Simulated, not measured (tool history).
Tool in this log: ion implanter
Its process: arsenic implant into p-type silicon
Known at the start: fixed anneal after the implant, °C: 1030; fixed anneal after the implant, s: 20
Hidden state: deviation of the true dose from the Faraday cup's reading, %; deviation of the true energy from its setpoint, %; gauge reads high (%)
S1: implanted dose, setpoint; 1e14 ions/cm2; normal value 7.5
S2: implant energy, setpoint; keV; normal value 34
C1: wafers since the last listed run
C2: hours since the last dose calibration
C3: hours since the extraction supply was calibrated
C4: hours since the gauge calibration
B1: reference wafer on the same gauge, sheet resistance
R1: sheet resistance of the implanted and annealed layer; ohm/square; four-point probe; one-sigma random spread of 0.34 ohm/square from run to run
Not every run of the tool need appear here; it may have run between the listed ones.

run	hour	S1	S2	C1	C2	C3	C4	B1	R1
1	0	7.5	34	0	1461	4100.8	697.5	185.05	161.4
2	71	7.5	34	1847	1532	4171.8	768.5	185.02	161.56
3	111.9	7.5	34	1064	1572.9	4212.7	809.4	185.03	160.82
4	166.3	7.5	34	1415	1627.3	4267.1	863.8	185.04	161.84
5	232.1	8.14	38	1712	1693.1	4332.9	929.6	185	149.23
6	302.7	7.5	34	1837	1763.7	4403.5	1000.2	185.03	161.63
7	365.4	8.25	34	1631	1826.4	4466.2	1062.9	184.99	151
8	425.8	8.25	34	1572	1886.8	4526.6	1123.3	185.08	150.89
# hour 475: Faraday cup replaced and dose calibrated
9	483.9	8.25	34	1304	8.9	4584.7	1181.4	184.99	148.62
10	535	8.69	34	1330	60	4635.8	1232.5	185.05	144.27
# hour 573.9: extraction supply calibrated
11	594.8	8.69	34	1348	119.8	20.9	1292.3	184.96	143.53
12	649.4	7.5	42	1421	174.4	75.5	1346.9	185.03	154.04
13	711.1	7.5	42	1605	236.1	137.2	1408.6	184.97	154.47
14	735.5	9.22	42	635	260.5	161.6	1433	184.97	132.96
15	803.1	5.39	25	1759	328.1	229.2	1500.6	185.03	214.31
16	874	8.97	30	1845	399	300.1	1571.5	185.05	144.05
17	911	6.2	41	963	436	337.1	1608.5	185.05	179.4
# hour 917.9: gauge calibrated
18	968.6	7.5	24	1499	493.6	394.7	50.7	185.01	169.17
19	1009.1	7.5	42	1054	534.1	435.2	91.2	185	155
20	1056.2	8.62	42	1225	581.2	482.3	138.3	185.02	140.12
21	1108	7.5	34	1348	633	534.1	190.1	185	160.27
22	1154.5	7.5	34	1210	679.5	580.6	236.6	185.01	159.9
23	1182.2	9.69	23	720	707.2	608.3	264.3	184.94	142.41
24	1279.5	5.39	25	2532	804.5	705.6	361.6	184.93	215.07
25	1348.1	7.5	39	1785	873.1	774.2	430.2	185.05	157.09
26	1373.7	6.32	43.5	666	898.7	799.8	455.8	185	176.29

4 ways to go on from here, each from the tool as it stands after run 26. What would each give?
A	1374.1	7.5	44.5	10	899.1	800.2	456.2	?	?
B	1374.1	9.36	27	10	899.1	800.2	456.2	?	?
C	1374.1	7.5	39.5	10	899.1	800.2	456.2	?	?
D	1374.1	5.67	42	10	899.1	800.2	456.2	?	?

run	B1	R1
A	185.01	154.92
B	185.01	143.4
C	185.01	157.7
D	185.01	193.1
The same runs, with their run-to-run variation unchanged, on a tool lacking any hidden condition would have given:
run	R1
A	153.73
B	142.42
C	156.5
D	191.58
